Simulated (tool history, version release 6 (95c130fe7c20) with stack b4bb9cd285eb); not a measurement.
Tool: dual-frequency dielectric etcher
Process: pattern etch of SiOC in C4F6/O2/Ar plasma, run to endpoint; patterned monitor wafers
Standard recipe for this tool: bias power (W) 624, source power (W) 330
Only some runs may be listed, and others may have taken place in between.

run	hour	bias power (W)	source power (W)	wafers since the last listed run	hours since the last wet clean	hours since the last bias power generator calibration	hours since the last source power generator calibration	hours since the last upper electrode change	incoming incoming film thickness, nm	endpoint time (s)
1	0	624	330	0	39	3241.9	4048.4	1826.7	36.37	11.4
2	13.7	624	330	196	52.7	3255.6	4062.1	1840.4	36.6	11.4
3	41	624	330	390	80	3282.9	4089.4	1867.7	36.38	11.3
4	70.6	624	330	423	109.6	3312.5	4119	1897.3	36.1	11.1
5	88.3	624	380	253	127.3	3330.2	4136.7	1915	36.6	10.8
6	102.7	624	380	206	141.7	3344.6	4151.1	1929.4	36.19	10.5
7	123.9	624	380	303	162.9	3365.8	4172.3	1950.6	36.53	10.7
8	138.6	590	330	210	177.6	3380.5	4187	1965.3	36.45	11.3
9	153.6	590	330	214	192.6	3395.5	4202	1980.3	36.39	11.2
10	189.4	590	330	512	228.4	3431.3	4237.8	2016.1	35.93	11.1
11	214.7	533	330	362	253.7	3456.6	4263.1	2041.4	36.6	11.6
12	244.4	624	330	425	283.4	3486.3	4292.8	2071.1	36.5	11.1
# hour 288.7: bias power generator calibrated
13	289.2	624	330	584	328.2	0.5	4337.6	2115.9	36.49	11
14	355.6	624	330	950	394.6	66.9	4404	2182.3	36.36	10.9
15	385.8	624	330	432	424.8	97.1	4434.2	2212.5	36.26	10.9
16	413.4	624	300	395	452.4	124.7	4461.8	2240.1	36.31	11.3
17	448.9	720	410	508	487.9	160.2	4497.3	2275.6	36.37	9.7
# hour 487.2: wet clean of the chamber
18	487.7	701	270	211	0.5	199	4536.1	2314.4	36.4	12.2
19	488.1	767	370	5	0.9	199.4	4536.5	2314.8	36.1	10.5
# hour 536.8: upper electrode replaced
20	537.3	710	290	360	50.1	248.6	4585.7	0.5	36.09	11.5
# hour 546: source power generator calibrated
21	548.5	624	330	103	61.3	259.8	2.5	11.7	36.62	11.6
22	567	590	330	264	79.8	278.3	21	30.2	36.17	11.5
23	582.7	485	270	224	95.5	294	36.7	45.9	36.54	13
24	613.4	576	330	439	126.2	324.7	67.4	76.6	36.27	11.6
25	637.2	624	330	340	150	348.5	91.2	100.4	36.58	11.4
26	671.6	694	350	492	184.4	382.9	125.6	134.8	36.7	10.8
27	688.9	624	360	247	201.7	400.2	142.9	152.1	36.67	11
28	715.6	624	410	382	228.4	426.9	169.6	178.8	36.51	10.6
29	734.6	772	380	271	247.4	445.9	188.6	197.8	36.47	10.2
30	748	579	250	191	260.8	459.3	202	211.2	36.54	12.6
31	778.9	624	330	442	291.7	490.2	232.9	242.1	36.51	11.3
32	797.5	689	310	266	310.3	508.8	251.5	260.7	35.87	11
33	814.9	624	270	249	327.7	526.2	268.9	278.1	36.54	12.1
34	830.1	538	380	217	342.9	541.4	284.1	293.3	36.68	11.2
35	864.9	709	400	498	377.7	576.2	318.9	328.1	36.3	10.1

Take each entry between the runs: how does the hidden state at the last listed run before it differ from the hidden state at the first listed run after it?
Runs 12 to 13: bias power generator calibrated (hour 288.7)
  etch rate over this chamber's usual, %: 3.73 -> 4.16
  the result without the hidden state subtracted from the measured one, endpoint time (s): -0.4 -> -0.5
Runs 17 to 18: wet clean of the chamber (hour 487.2)
  etch rate over this chamber's usual, %: 5.68 -> -0.684
  the result without the hidden state subtracted from the measured one, endpoint time (s): -0.5 -> +0.1
Runs 19 to 20: upper electrode replaced (hour 536.8)
  etch rate over this chamber's usual, %: -0.68 -> -0.211
  the result without the hidden state subtracted from the measured one, endpoint time (s): +0.1 -> +0
Runs 20 to 21: source power generator calibrated (hour 546)
  etch rate over this chamber's usual, %: -0.211 -> -0.105
  the result without the hidden state subtracted from the measured one, endpoint time (s): +0 -> +0

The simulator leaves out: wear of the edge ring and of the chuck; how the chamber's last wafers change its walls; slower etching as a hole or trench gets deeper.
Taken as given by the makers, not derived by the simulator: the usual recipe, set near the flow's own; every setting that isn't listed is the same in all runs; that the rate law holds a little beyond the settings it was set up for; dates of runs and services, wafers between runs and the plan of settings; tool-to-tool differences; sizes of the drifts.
